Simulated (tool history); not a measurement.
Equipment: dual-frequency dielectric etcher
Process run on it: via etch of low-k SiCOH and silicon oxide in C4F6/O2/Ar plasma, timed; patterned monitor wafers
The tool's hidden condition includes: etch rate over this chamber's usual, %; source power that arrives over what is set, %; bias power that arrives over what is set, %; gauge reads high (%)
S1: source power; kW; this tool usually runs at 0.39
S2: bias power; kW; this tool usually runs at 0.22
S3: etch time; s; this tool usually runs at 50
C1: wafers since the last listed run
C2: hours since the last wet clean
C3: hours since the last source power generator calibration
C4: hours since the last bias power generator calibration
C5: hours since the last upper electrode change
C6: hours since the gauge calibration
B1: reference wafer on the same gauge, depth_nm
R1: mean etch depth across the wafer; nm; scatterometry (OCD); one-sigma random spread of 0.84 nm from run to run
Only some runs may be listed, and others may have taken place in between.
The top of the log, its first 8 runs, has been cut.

At day 4.867: wet clean of the chamber.
Run 9, day 4.888: usual settings; C1 34; C2 0.5; C3 4359.5; C4 4105.4; C5 2481.7; C6 320.6; B1 126. Result: R1 157.6 nm.
Run 10, day 4.9: usual settings; C1 2; C2 0.8; C3 4359.8; C4 4105.7; C5 2482; C6 320.9; B1 126. Result: R1 158.1 nm.
Run 11, day 4.912: usual settings but S3 59.5 s; C1 2; C2 1.1; C3 4360.1; C4 4106; C5 2482.3; C6 321.2; B1 126.1. Result: R1 189 nm.
At day 5.35: bias power generator calibrated.
Run 12, day 5.371: usual settings but S3 59.5 s; C1 65; C2 12.1; C3 4371.1; C4 0.5; C5 2493.3; C6 332.2; B1 125.8. Result: R1 187.6 nm.
At day 6.733: gauge calibrated.
Run 13, day 7.188: usual settings but S1 0.46 kW, S2 0.258 kW, S3 36 s; C1 409; C2 55.7; C3 4414.7; C4 44.1; C5 2536.9; C6 10.9; B1 126.1. Result: R1 125.4 nm.
Run 14, day 7.492: usual settings but S1 0.36 kW, S2 0.2 kW, S3 61 s; C1 68; C2 63; C3 4422; C4 51.4; C5 2544.2; C6 18.2; B1 126. Result: R1 178.9 nm.
At day 8.604: upper electrode replaced, of another model than before.
Run 15, day 8.625: usual settings but S1 0.43 kW, S3 54.5 s; C1 30; C2 90.2; C3 4449.2; C4 78.6; C5 0.5; C6 45.4; B1 126. Result: R1 172.5 nm.
Run 16, day 9.15: usual settings but S1 0.43 kW; C1 118; C2 102.8; C3 4461.8; C4 91.2; C5 13.1; C6 58; B1 126. Result: R1 158.5 nm.
Run 17, day 10.804: usual settings but S2 0.199 kW, S3 57.5 s; C1 372; C2 142.5; C3 4501.5; C4 130.9; C5 52.8; C6 97.7; B1 125.9. Result: R1 174 nm.
Run 18, day 11.246: usual settings but S1 0.49 kW; C1 99; C2 153.1; C3 4512.1; C4 141.5; C5 63.4; C6 108.3; B1 126. Result: R1 161.8 nm.
Run 19, day 12.5: usual settings; C1 282; C2 183.2; C3 4542.2; C4 171.6; C5 93.5; C6 138.4; B1 125.9. Result: R1 154.7 nm.
At day 12.858: source power generator calibrated.
Run 20, day 13.067: usual settings; C1 90; C2 196.8; C3 5; C4 185.2; C5 107.1; C6 152; B1 125.9. Result: R1 154.2 nm.
Run 21, day 13.758: usual settings but S3 61.5 s; C1 155; C2 213.4; C3 21.6; C4 201.8; C5 123.7; C6 168.6; B1 126. Result: R1 189.1 nm.
Run 22, day 14.296: usual settings but S2 0.237 kW, S3 65 s; C1 121; C2 226.3; C3 34.5; C4 214.7; C5 136.6; C6 181.5; B1 126.1. Result: R1 202.3 nm.
Run 23, day 14.692: usual settings but S1 0.46 kW, S2 0.235 kW, S3 64.5 s; C1 89; C2 235.8; C3 44; C4 224.2; C5 146.1; C6 191; B1 126. Result: R1 206.8 nm.
Run 24, day 14.996: usual settings but S1 0.43 kW, S2 0.168 kW, S3 64.5 s; C1 68; C2 243.1; C3 51.3; C4 231.5; C5 153.4; C6 198.3; B1 125.9. Result: R1 187.3 nm.
Run 25, day 15.658: usual settings but S1 0.48 kW, S2 0.246 kW, S3 37 s; C1 149; C2 259; C3 67.2; C4 247.4; C5 169.3; C6 214.2; B1 126.1. Result: R1 122.2 nm.
Run 26, day 16.054: usual settings but S1 0.46 kW, S2 0.236 kW, S3 36 s; C1 89; C2 268.5; C3 76.7; C4 256.9; C5 178.8; C6 223.7; B1 125.9. Result: R1 116 nm.
Run 27, day 16.462: usual settings but S1 0.32 kW, S2 0.248 kW, S3 44.5 s; C1 91; C2 278.3; C3 86.5; C4 266.7; C5 188.6; C6 233.5; B1 126.1. Result: R1 135 nm.
Run 28, day 16.996: usual settings but S3 59 s; C1 120; C2 291.1; C3 99.3; C4 279.5; C5 201.4; C6 246.3; B1 126. Result: R1 180.4 nm.
Run 29, day 17.354: usual settings but S1 0.42 kW, S3 43.5 s; C1 80; C2 299.7; C3 107.9; C4 288.1; C5 210; C6 254.9; B1 125.8. Result: R1 135.3 nm.
Run 30, day 17.662: usual settings but S2 0.246 kW; C1 69; C2 307.1; C3 115.3; C4 295.5; C5 217.4; C6 262.3; B1 125.9. Result: R1 156.9 nm.
Run 31, day 18.075: usual settings but S1 0.35 kW, S2 0.186 kW, S3 35 s; C1 92; C2 317; C3 125.2; C4 305.4; C5 227.3; C6 272.2; B1 125.8. Result: R1 99.6 nm.

What if the next run were any one of these 3? Each begins from the tool's condition after run 31:
Run A, day 18.092: usual settings; C1 3; C2 317.4; C3 125.6; C4 305.8; C5 227.7; C6 272.6; B1 ?. Result: R1 ?.
Run B, day 18.092: usual settings but S2 0.196 kW, S3 45 s; C1 3; C2 317.4; C3 125.6; C4 305.8; C5 227.7; C6 272.6; B1 ?. Result: R1 ?.
Run C, day 18.092: usual settings but S2 0.204 kW, S3 64 s; C1 3; C2 317.4; C3 125.6; C4 305.8; C5 227.7; C6 272.6; B1 ?. Result: R1 ?.

run     B1     R1
  A  126.1  150.3
  B  126.1  131.5
  C  126.1  188.8
The same runs, with their run-to-run variation unchanged, on a tool lacking any hidden condition would have given:
run     R1
  A  156.6
  B    137
  C  196.7

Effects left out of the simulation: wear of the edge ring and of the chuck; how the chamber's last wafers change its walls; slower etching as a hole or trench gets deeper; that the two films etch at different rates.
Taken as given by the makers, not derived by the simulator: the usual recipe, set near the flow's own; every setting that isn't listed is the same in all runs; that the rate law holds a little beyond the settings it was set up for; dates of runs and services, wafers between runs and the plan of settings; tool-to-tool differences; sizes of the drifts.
